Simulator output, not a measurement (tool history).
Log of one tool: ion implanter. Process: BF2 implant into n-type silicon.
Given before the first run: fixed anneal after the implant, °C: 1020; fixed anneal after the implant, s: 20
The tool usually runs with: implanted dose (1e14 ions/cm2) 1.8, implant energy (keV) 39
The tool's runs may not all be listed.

run,hour,implanted dose (1e14 ions/cm2),implant energy (keV),wafers since the last listed run,hours since the last dose calibration,hours since the extraction supply was calibrated,hours since the gauge calibration,"read-back reference wafer on the same gauge, sheet resistance",sheet resistance of the implanted and annealed layer (ohm/square)
1,0,1.8,39,0,857,3923.7,3054.2,427.97,528.57
2,38.2,1.8,39,519,895.2,3961.9,3092.4,428.16,528.17
3,103.7,1.8,39,891,960.7,4027.4,3157.9,427.95,526.42
4,145.5,1.8,39,568,1002.5,4069.2,3199.7,427.99,528.7
5,206.2,1.8,39,826,1063.2,4129.9,3260.4,427.97,527.58
6,291.8,2.23,39,1165,1148.8,4215.5,3346,427.91,444.65
7,382.1,1.8,39,1229,1239.1,4305.8,3436.3,427.81,528.34
8,488.7,1.8,39,1451,1345.7,4412.4,3542.9,428.16,528.7
9,571.4,1.8,39,1125,1428.4,4495.1,3625.6,428.18,527.06
10,624.3,1.8,47.5,720,1481.3,4548,3678.5,427.84,516.01
11,698.5,1.8,47.5,1009,1555.5,4622.2,3752.7,428.19,517.39
12,738,1.8,39,537,1595,4661.7,3792.2,427.97,530.43
# hour 770.6: gauge calibrated
13,775.2,1.8,39,506,1632.2,4698.9,4.6,427.88,528.74
14,839.5,1.8,39,875,1696.5,4763.2,68.9,428.12,528.91
15,1053.2,1.8,39,2908,1910.2,4976.9,282.6,428.02,530.28
16,1115.3,1.8,39,845,1972.3,5039,344.7,428.13,528.64
17,1210.3,1.8,39,1293,2067.3,5134,439.7,428.22,530.52
# hour 1249.2: extraction supply calibrated
18,1280.8,2.23,34.5,850,2137.8,31.6,510.2,428.04,451.63
19,1323.4,1.3,42.5,579,2180.4,74.2,552.8,427.91,680.31
20,1402.9,2.18,31,1082,2259.9,153.7,632.3,428.21,465.55
21,1467.7,1.41,33,882,2324.7,218.5,697.1,427.77,657.27
# hour 1499.7: Faraday cup replaced and dose calibrated
22,1701.7,1.8,39,3076,202,452.5,931.1,427.6,525.01
23,1760.9,1.31,25.5,805,261.2,511.7,990.3,428.04,718.12
24,1868.1,1.8,28.5,1459,368.4,618.9,1097.5,428.13,545.33
25,1934.3,2.06,33,901,434.6,685.1,1163.7,427.93,479.33
26,1980.6,1.8,39,630,480.9,731.4,1210,427.91,524.99
27,2066.1,1.56,43,1163,566.4,816.9,1295.5,427.91,586.2
28,2117,2.28,45,692,617.3,867.8,1346.4,428.14,427.31
29,2181.1,2,39,872,681.4,931.9,1410.5,428.02,482.95
30,2277.6,2.25,50,1313,777.9,1028.4,1507,427.98,426.77
31,2342.8,2.23,39,887,843.1,1093.6,1572.2,428.11,443.29
32,2402.9,1.42,42.5,818,903.2,1153.7,1632.3,428.12,631.5
33,2457.2,1.8,33.5,739,957.5,1208,1686.6,428.1,537.06
34,2537.8,1.95,47,1097,1038.1,1288.6,1767.2,428.03,485.51
35,2640.3,1.62,49.5,1395,1140.6,1391.1,1869.7,428.21,558.23
36,2704.2,1.34,30.5,869,1204.5,1455,1933.6,427.85,693.06
37,3017.4,1.8,39,4263,1517.7,1768.2,2246.8,427.95,530.32

Branching from run 37: 4 alternative next runs. What would each branch give?
A,3017.8,1.8,39,5,1518.1,1768.6,2247.2,?,?
B,3017.8,1.8,28,5,1518.1,1768.6,2247.2,?,?
C,3017.8,1.54,32,5,1518.1,1768.6,2247.2,?,?
D,3017.8,2.26,35.5,5,1518.1,1768.6,2247.2,?,?

run,"read-back reference wafer on the same gauge, sheet resistance",sheet resistance of the implanted and annealed layer (ohm/square)
A,428.03,530.05
B,428.03,550.68
C,428.03,616.1
D,428.03,444.79
Without the tool's unlogged condition, the same runs would have read:
run,sheet resistance of the implanted and annealed layer (ohm/square)
A,524.6
B,544.88
C,609.72
D,440.12
